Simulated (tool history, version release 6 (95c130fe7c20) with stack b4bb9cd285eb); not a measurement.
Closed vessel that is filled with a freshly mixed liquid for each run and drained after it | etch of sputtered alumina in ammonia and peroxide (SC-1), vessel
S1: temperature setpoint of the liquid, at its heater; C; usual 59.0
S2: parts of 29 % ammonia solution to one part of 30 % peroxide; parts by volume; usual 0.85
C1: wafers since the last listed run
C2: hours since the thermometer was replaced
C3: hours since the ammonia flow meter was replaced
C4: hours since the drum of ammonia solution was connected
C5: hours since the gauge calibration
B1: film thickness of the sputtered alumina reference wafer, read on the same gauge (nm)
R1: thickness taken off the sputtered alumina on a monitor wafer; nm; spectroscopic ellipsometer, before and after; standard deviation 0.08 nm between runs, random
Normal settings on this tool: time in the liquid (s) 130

{"run": 1, "day": 0.0, "S1": 59.0, "S2": 0.85, "time in the liquid (s)": 130, "C1": 0, "C2": 492.6, "C3": 2014.1, "C4": 1024.1, "C5": 1256.0, "B1": 63.01, "R1": 12.29}
{"run": 2, "day": 0.929, "S1": 59.0, "S2": 0.85, "time in the liquid (s)": 130, "C1": 2459, "C2": 514.9, "C3": 2036.4, "C4": 1046.4, "C5": 1278.3, "B1": 63.16, "R1": 12.36}
{"day": 1.146, "done": "ammonia flow meter replaced"}
{"run": 3, "day": 1.5, "S1": 59.0, "S2": 1.1, "time in the liquid (s)": 130, "C1": 1400, "C2": 528.6, "C3": 8.5, "C4": 1060.1, "C5": 1292.0, "B1": 63.23, "R1": 12.71}
{"run": 4, "day": 2.1, "S1": 59.0, "S2": 1.1, "time in the liquid (s)": 130, "C1": 1588, "C2": 543.0, "C3": 22.9, "C4": 1074.5, "C5": 1306.4, "B1": 63.23, "R1": 12.84}
{"day": 2.583, "done": "gauge calibrated"}
{"run": 5, "day": 2.908, "S1": 59.0, "S2": 0.85, "time in the liquid (s)": 75, "C1": 2139, "C2": 562.4, "C3": 42.3, "C4": 1093.9, "C5": 7.8, "B1": 60.1, "R1": 6.72}
{"day": 3.258, "done": "new drum of ammonia solution connected"}
{"run": 6, "day": 3.558, "S1": 59.0, "S2": 0.85, "time in the liquid (s)": 75, "C1": 1610, "C2": 578.0, "C3": 57.9, "C4": 7.2, "C5": 23.4, "B1": 60.06, "R1": 6.78}
{"run": 7, "day": 4.633, "S1": 66.5, "S2": 0.85, "time in the liquid (s)": 130, "C1": 2845, "C2": 603.8, "C3": 83.7, "C4": 33.0, "C5": 49.2, "B1": 60.09, "R1": 17.2}
{"run": 8, "day": 5.596, "S1": 59.0, "S2": 0.85, "time in the liquid (s)": 130, "C1": 2547, "C2": 626.9, "C3": 106.8, "C4": 56.1, "C5": 72.3, "B1": 60.07, "R1": 11.69}
{"run": 9, "day": 6.454, "S1": 59.0, "S2": 0.55, "time in the liquid (s)": 50, "C1": 2271, "C2": 647.5, "C3": 127.4, "C4": 76.7, "C5": 92.9, "B1": 60.03, "R1": 4.29}
{"day": 7.55, "done": "thermometer replaced"}
{"run": 10, "day": 7.842, "S1": 68.0, "S2": 1.2, "time in the liquid (s)": 200, "C1": 3562, "C2": 7.0, "C3": 160.7, "C4": 110.0, "C5": 126.2, "B1": 60.06, "R1": 28.92}
{"run": 11, "day": 9.204, "S1": 65.0, "S2": 0.45, "time in the liquid (s)": 100, "C1": 3606, "C2": 39.7, "C3": 193.4, "C4": 142.7, "C5": 158.9, "B1": 60.11, "R1": 11.6}
{"run": 12, "day": 10.308, "S1": 59.0, "S2": 0.85, "time in the liquid (s)": 130, "C1": 2922, "C2": 66.2, "C3": 219.9, "C4": 169.2, "C5": 185.4, "B1": 60.11, "R1": 11.76}
{"run": 13, "day": 11.033, "S1": 68.0, "S2": 1.15, "time in the liquid (s)": 200, "C1": 1919, "C2": 83.6, "C3": 237.3, "C4": 186.6, "C5": 202.8, "B1": 60.1, "R1": 29.04}
{"run": 14, "day": 11.812, "S1": 59.0, "S2": 1.1, "time in the liquid (s)": 165, "C1": 2062, "C2": 102.3, "C3": 256.0, "C4": 205.3, "C5": 221.5, "B1": 60.13, "R1": 15.38}
{"run": 15, "day": 12.317, "S1": 59.0, "S2": 0.95, "time in the liquid (s)": 130, "C1": 1334, "C2": 114.4, "C3": 268.1, "C4": 217.4, "C5": 233.6, "B1": 60.13, "R1": 11.81}
{"run": 16, "day": 12.821, "S1": 59.0, "S2": 0.85, "time in the liquid (s)": 130, "C1": 1334, "C2": 126.5, "C3": 280.2, "C4": 229.5, "C5": 245.7, "B1": 60.22, "R1": 11.77}
{"run": 17, "day": 13.717, "S1": 59.0, "S2": 0.85, "time in the liquid (s)": 130, "C1": 2371, "C2": 148.0, "C3": 301.7, "C4": 251.0, "C5": 267.2, "B1": 60.19, "R1": 11.67}
{"run": 18, "day": 14.342, "S1": 55.0, "S2": 0.85, "time in the liquid (s)": 100, "C1": 1654, "C2": 163.0, "C3": 316.7, "C4": 266.0, "C5": 282.2, "B1": 60.24, "R1": 7.37}
{"run": 19, "day": 15.488, "S1": 59.0, "S2": 1.2, "time in the liquid (s)": 200, "C1": 3032, "C2": 190.5, "C3": 344.2, "C4": 293.5, "C5": 309.7, "B1": 60.21, "R1": 18.74}
{"run": 20, "day": 16.733, "S1": 59.0, "S2": 0.55, "time in the liquid (s)": 130, "C1": 3297, "C2": 220.4, "C3": 374.1, "C4": 323.4, "C5": 339.6, "B1": 60.27, "R1": 11.27}
{"run": 21, "day": 17.675, "S1": 59.0, "S2": 0.85, "time in the liquid (s)": 200, "C1": 2492, "C2": 243.0, "C3": 396.7, "C4": 346.0, "C5": 362.2, "B1": 60.28, "R1": 18.12}
{"run": 22, "day": 18.508, "S1": 59.0, "S2": 0.85, "time in the liquid (s)": 130, "C1": 2205, "C2": 263.0, "C3": 416.7, "C4": 366.0, "C5": 382.2, "B1": 60.33, "R1": 11.8}
{"run": 23, "day": 19.808, "S1": 59.0, "S2": 1.2, "time in the liquid (s)": 130, "C1": 3440, "C2": 294.2, "C3": 447.9, "C4": 397.2, "C5": 413.4, "B1": 60.35, "R1": 12.21}
{"run": 24, "day": 20.633, "S1": 59.0, "S2": 1.0, "time in the liquid (s)": 165, "C1": 2183, "C2": 314.0, "C3": 467.7, "C4": 417.0, "C5": 433.2, "B1": 60.42, "R1": 15.09}
{"run": 25, "day": 21.733, "S1": 63.0, "S2": 1.1, "time in the liquid (s)": 130, "C1": 2911, "C2": 340.4, "C3": 494.1, "C4": 443.4, "C5": 459.6, "B1": 60.43, "R1": 14.84}
{"run": 26, "day": 22.921, "S1": 69.0, "S2": 0.6, "time in the liquid (s)": 60, "C1": 3143, "C2": 368.9, "C3": 522.6, "C4": 471.9, "C5": 488.1, "B1": 60.52, "R1": 8.69}
{"run": 27, "day": 23.979, "S1": 59.0, "S2": 0.5, "time in the liquid (s)": 130, "C1": 2801, "C2": 394.3, "C3": 548.0, "C4": 497.3, "C5": 513.5, "B1": 60.51, "R1": 11.23}
{"run": 28, "day": 24.929, "S1": 59.0, "S2": 0.85, "time in the liquid (s)": 130, "C1": 2514, "C2": 417.1, "C3": 570.8, "C4": 520.1, "C5": 536.3, "B1": 60.65, "R1": 11.9}
{"run": 29, "day": 26.321, "S1": 59.0, "S2": 0.95, "time in the liquid (s)": 165, "C1": 3683, "C2": 450.5, "C3": 604.2, "C4": 553.5, "C5": 569.7, "B1": 60.61, "R1": 15.27}

Here are 3 independent what-if runs from the current tool condition. What would each one return?
{"run": "A", "day": 26.35, "S1": 59.0, "S2": 0.65, "time in the liquid (s)": 130, "C1": 77, "C2": 451.2, "C3": 604.9, "C4": 554.2, "C5": 570.4, "B1": "?", "R1": "?"}
{"run": "B", "day": 26.35, "S1": 69.0, "S2": 1.05, "time in the liquid (s)": 95, "C1": 77, "C2": 451.2, "C3": 604.9, "C4": 554.2, "C5": 570.4, "B1": "?", "R1": "?"}
{"run": "C", "day": 26.35, "S1": 54.0, "S2": 0.85, "time in the liquid (s)": 190, "C1": 77, "C2": 451.2, "C3": 604.9, "C4": 554.2, "C5": 570.4, "B1": "?", "R1": "?"}

run=A B1=60.68 R1=11.56
run=B B1=60.68 R1=14.57
run=C B1=60.68 R1=13.32
The same runs, with their run-to-run variation unchanged, on a tool lacking any hidden condition would have given:
run=A R1=11.44
run=B R1=14.41
run=C R1=13.18
